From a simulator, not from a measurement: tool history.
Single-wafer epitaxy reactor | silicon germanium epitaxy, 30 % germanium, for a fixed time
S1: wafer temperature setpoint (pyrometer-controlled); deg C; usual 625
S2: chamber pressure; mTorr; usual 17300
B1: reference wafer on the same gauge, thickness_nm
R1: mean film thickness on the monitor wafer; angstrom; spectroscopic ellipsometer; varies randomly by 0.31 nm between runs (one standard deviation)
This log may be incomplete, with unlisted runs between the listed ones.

| run | hour | S1 | S2 | B1 | R1 |
|---|---|---|---|---|---|
| 1 | 0.0 | 625 | 17300 | 82.270 | 928.14 |
| 2 | 18.9 | 625 | 17300 | 82.349 | 926.48 |
| 3 | 45.3 | 620 | 17300 | 82.296 | 845.07 |
| 4 | 74.0 | 620 | 17300 | 82.212 | 847.09 |
| 5 | 106.7 | 625 | 18700 | 82.388 | 952.74 |
| 6 | 131.0 | 625 | 18700 | 82.280 | 962.87 |
| 7 | 160.0 | 625 | 18700 | 82.327 | 954.73 |
| 8 | 178.9 | 625 | 17300 | 82.245 | 929.45 |
| 9 | 211.9 | 625 | 17300 | 82.358 | 931.03 |
| 10 | 236.1 | 625 | 17300 | 82.264 | 931.80 |
| 11 | 263.6 | 625 | 17300 | 82.252 | 932.90 |
| 12 | 297.8 | 625 | 17300 | 82.252 | 933.17 |
| 13 | 313.1 | 625 | 17300 | 82.227 | 931.08 |
| 14 | 342.5 | 621 | 17300 | 82.318 | 871.61 |
| 15 | 358.5 | 621 | 17300 | 82.291 | 871.08 |
| 16 | 380.0 | 619 | 17300 | 82.262 | 844.36 |
| 17 | 396.1 | 619 | 17300 | 82.371 | 840.87 |
| 18 | 418.8 | 629 | 17300 | 82.263 | 1008.25 |
| 19 | 449.6 | 625 | 17300 | 82.286 | 934.65 |
| 20 | 481.5 | 625 | 13900 | 82.360 | 861.66 |
| 21 | 585.7 | 613 | 21300 | 82.270 | 824.82 |
|  | 604.2 | capacitance manometer re-zeroed and calibrated |
| 22 | 616.4 | 610 | 17300 | 82.331 | 722.14 |
|  | 639.5 | gauge calibrated |
| 23 | 706.7 | 611 | 21200 | 82.276 | 791.26 |
| 24 | 732.4 | 618 | 14900 | 82.311 | 790.14 |
| 25 | 753.0 | 621 | 17300 | 82.329 | 882.59 |
| 26 | 774.9 | 611 | 21200 | 82.386 | 804.23 |
| 27 | 796.8 | 639 | 14200 | 82.360 | 1123.67 |
|  | 808.9 | pyrometer calibrated |
| 28 | 811.9 | 640 | 15400 | 82.328 | 1123.04 |
| 29 | 845.4 | 611 | 15800 | 82.413 | 680.34 |
|  | 865.6 | showerhead replaced |
| 30 | 874.5 | 625 | 17300 | 82.365 | 899.74 |
| 31 | 950.1 | 625 | 17300 | 82.319 | 905.33 |

Run 32 has not been measured yet. What should we expect?
| 32 | 981.6 | 634 | 14900 | ? | ? |

Run 32 gave B1 82.372, R1 998.12 angstrom.
On a tool with no hidden condition, and with the same random variation, this run would have come out at R1 1000.82 angstrom.

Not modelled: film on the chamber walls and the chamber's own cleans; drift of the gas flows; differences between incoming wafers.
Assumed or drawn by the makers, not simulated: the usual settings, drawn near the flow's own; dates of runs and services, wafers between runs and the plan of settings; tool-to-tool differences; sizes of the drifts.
